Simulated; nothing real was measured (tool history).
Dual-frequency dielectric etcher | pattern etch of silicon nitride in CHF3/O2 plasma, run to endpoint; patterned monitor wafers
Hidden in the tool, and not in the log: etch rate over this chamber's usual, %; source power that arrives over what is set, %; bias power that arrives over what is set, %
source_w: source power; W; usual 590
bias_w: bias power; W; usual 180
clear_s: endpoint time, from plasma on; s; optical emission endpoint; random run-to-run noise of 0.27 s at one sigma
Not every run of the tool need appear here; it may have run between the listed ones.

run	day	source_w	bias_w	wafers since the last listed run	hours since the last wet clean	hours since the last source power generator calibration	hours since the last bias power generator calibration	hours since the last upper electrode change	incoming incoming film thickness, nm	clear_s
1	0	630	216	0	171.5	1442.6	3322.4	1600.2	94.6	55.3
2	0.562	630	216	117	185	1456.1	3335.9	1613.7	93.9	55.2
3	1.896	630	216	279	217	1488.1	3367.9	1645.7	94.1	55.2
4	4.392	590	180	522	276.9	1548	3427.8	1705.6	95.2	59.3
5	4.929	590	180	112	289.8	1560.9	3440.7	1718.5	94.2	58.4
# day 6.371: upper electrode replaced
6	6.392	590	180	96	324.9	1596	3475.8	0.5	94.7	58.7
7	7.421	590	180	215	349.6	1620.7	3500.5	25.2	94.9	58.9
8	8.362	590	180	197	372.2	1643.3	3523.1	47.8	94.7	58.3
# day 9.304: bias power generator calibrated
# day 9.529: wet clean of the chamber
9	9.738	590	217	205	5	1676.3	10.4	80.8	95.4	57.9
10	11.162	590	150	298	39.2	1710.5	44.6	115	94.9	63.8
# day 12.171: source power generator calibrated
11	12.192	730	147	180	63.9	0.5	69.3	139.7	94.6	58.7
12	13.425	730	195	258	93.5	30.1	98.9	169.3	94.1	54
13	14.442	540	157	212	117.9	54.5	123.3	193.7	95	64.4
14	15.542	590	191	230	144.3	80.9	149.7	220.1	94.9	58.8
15	16.683	690	143	238	171.7	108.3	177.1	247.5	94.3	59.3

What if the next run were any one of these 5? Each begins from the tool's condition after run 15:
A	16.7	590	180	3	172.1	108.7	177.5	247.9	94.2	?
B	16.7	510	198	3	172.1	108.7	177.5	247.9	94.2	?
C	16.7	470	209	3	172.1	108.7	177.5	247.9	94.2	?
D	16.7	710	152	3	172.1	108.7	177.5	247.9	94.2	?
E	16.7	590	138	3	172.1	108.7	177.5	247.9	94.2	?

run	clear_s
A	58.9
B	60.4
C	61.2
D	57.5
E	63
Stripped of hidden state, with their random variation kept, the same runs would have yielded:
run	clear_s
A	60.5
B	62.1
C	62.9
D	59.1
E	64.8
